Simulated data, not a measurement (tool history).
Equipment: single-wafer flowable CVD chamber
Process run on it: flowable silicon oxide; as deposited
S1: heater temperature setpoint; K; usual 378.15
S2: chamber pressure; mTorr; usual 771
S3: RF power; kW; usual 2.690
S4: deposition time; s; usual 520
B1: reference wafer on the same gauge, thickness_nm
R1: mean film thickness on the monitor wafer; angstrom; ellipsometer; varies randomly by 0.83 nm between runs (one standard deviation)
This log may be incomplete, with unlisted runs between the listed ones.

run	hour	S1	S2	S3	S4	B1	R1
1	0.0	372.15	771	2.690	520	252.463	3402.82
2	56.6	378.15	771	3.080	520	252.800	2889.44
# hour 83.0: showerhead replaced
3	89.5	378.15	771	2.690	520	252.873	2841.82
4	138.2	378.15	771	2.690	581	253.073	3163.59
# hour 280.8: capacitance manometer re-zeroed and calibrated
5	281.3	378.15	771	2.690	581	253.255	3184.84
6	334.1	393.15	771	2.340	520	253.383	1854.50
7	364.6	378.15	771	2.690	520	253.593	2847.04
# hour 398.7: gauge calibrated
8	407.5	369.15	771	3.080	520	249.769	3702.20
9	475.3	392.15	608	3.070	569	249.942	1688.57
10	541.2	389.15	771	2.855	621	250.028	2475.33
11	575.2	378.15	707	2.690	476	250.252	2374.75
12	611.3	386.15	829	3.195	554	250.347	2588.48
13	646.1	383.15	771	2.690	565	250.320	2642.02
14	684.1	378.15	771	2.690	520	250.417	2821.19
15	715.2	374.15	771	2.690	485	250.458	2960.11
16	752.5	378.15	771	2.690	520	250.638	2818.07
# hour 778.1: RF generator calibrated
17	808.2	378.15	876	2.690	520	250.603	3177.16
18	862.4	389.15	849	2.690	520	250.700	2272.05

What does the tool deliver on the next run?
19	925.9	378.15	771	2.690	520	?	?

{"run 19": {"B1": 250.897, "R1": 2826.04}}
With no hidden state in the tool, this same run would have given R1 2815.03 angstrom.
